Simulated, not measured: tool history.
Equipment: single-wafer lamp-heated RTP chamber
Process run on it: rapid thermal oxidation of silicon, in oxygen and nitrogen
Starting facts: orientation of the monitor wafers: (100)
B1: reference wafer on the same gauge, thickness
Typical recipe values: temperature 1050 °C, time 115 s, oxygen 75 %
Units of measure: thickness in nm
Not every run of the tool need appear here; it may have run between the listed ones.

run 1 hour=0 | temperature=1050 time=115 oxygen=75 | B1=9.439 | thickness=10.684
run 2 hour=105.6 | temperature=1050 time=115 oxygen=75 | B1=9.253 | thickness=10.52
run 3 hour=208.8 | temperature=1050 time=115 oxygen=75 | B1=9.272 | thickness=10.558
run 4 hour=284 | temperature=1050 time=115 oxygen=75 | B1=9.269 | thickness=10.565
run 5 hour=376.7 | temperature=1029 time=115 oxygen=75 | B1=9.284 | thickness=9.181
run 6 hour=446.6 | temperature=1029 time=115 oxygen=75 | B1=9.294 | thickness=9.146
run 7 hour=527.3 | temperature=1029 time=115 oxygen=75 | B1=9.318 | thickness=9.185
run 8 hour=621.6 | temperature=1050 time=115 oxygen=75 | B1=9.333 | thickness=10.61
run 9 hour=669.3 | temperature=1050 time=115 oxygen=75 | B1=9.344 | thickness=10.576
run 10 hour=769.2 | temperature=1050 time=115 oxygen=75 | B1=9.352 | thickness=10.667
run 11 hour=868.6 | temperature=1050 time=91 oxygen=75 | B1=9.373 | thickness=9.577
run 12 hour=1135.1 | temperature=1050 time=91 oxygen=75 | B1=9.406 | thickness=9.627
run 13 hour=1222.4 | temperature=1050 time=88 oxygen=61 | B1=9.431 | thickness=8.819
run 14 hour=1309 | temperature=1060 time=115 oxygen=98 | B1=9.449 | thickness=12.653
run 15 hour=1484.9 | temperature=1050 time=115 oxygen=75 | B1=9.472 | thickness=10.78
run 16 hour=1538.7 | temperature=1077 time=166 oxygen=49 | B1=9.468 | thickness=13.142
run 17 hour=1629.1 | temperature=1040 time=134 oxygen=95 | B1=9.49 | thickness=11.847
run 18 hour=1705.8 | temperature=1065 time=115 oxygen=75 | B1=9.183 | thickness=11.51
run 19 hour=1801.2 | temperature=1050 time=84 oxygen=50 | B1=9.194 | thickness=7.851
run 20 hour=1860.4 | temperature=1075 time=115 oxygen=75 | B1=9.197 | thickness=12.45
run 21 hour=1965.2 | temperature=1072 time=146 oxygen=98 | B1=9.228 | thickness=14.981
run 22 hour=2051.3 | temperature=1075 time=115 oxygen=75 | B1=9.229 | thickness=12.387
run 23 hour=2145.8 | temperature=1050 time=115 oxygen=75 | B1=9.247 | thickness=10.574
run 24 hour=2245.9 | temperature=1024 time=115 oxygen=89 | B1=9.258 | thickness=9.344
run 25 hour=2333.8 | temperature=1069 time=115 oxygen=87 | B1=9.276 | thickness=12.712

Taken out of this log: 7 entries between the listed runs. Where each belongs, and how the hidden state differs across it:
Between runs 1 and 2: gauge calibrated (hour 45.6)
  gauge reads high (%): 2.59 -> 0.49
  difference, measured minus the result without the unlogged condition, thickness: +0.27 -> +0.051 nm
Between runs 6 and 7: pyrometer window cleaned and pyrometer calibrated (hour 507)
  gauge reads high (%): 1.1 -> 1.24
  difference, measured minus the result without the unlogged condition, thickness: +0.099 -> +0.112 nm
Between runs 11 and 12: pyrometer window cleaned and pyrometer calibrated (hour 1084.8)
  gauge reads high (%): 1.85 -> 2.32
  difference, measured minus the result without the unlogged condition, thickness: +0.173 -> +0.219 nm
Between runs 14 and 15: oxygen flow controller replaced (hour 1415.6)
  gauge reads high (%): 2.63 -> 2.94
  difference, measured minus the result without the unlogged condition, thickness: +0.324 -> +0.308 nm
Between runs 17 and 18: pyrometer window cleaned and pyrometer calibrated (hour 1666); gauge calibrated (hour 1683.5)
  gauge reads high (%): 3.2 -> -0.27
  difference, measured minus the result without the unlogged condition, thickness: +0.367 -> -0.031 nm
Between runs 23 and 24: pyrometer window cleaned and pyrometer calibrated (hour 2176.6)
  gauge reads high (%): 0.513 -> 0.691
  difference, measured minus the result without the unlogged condition, thickness: +0.054 -> +0.064 nm
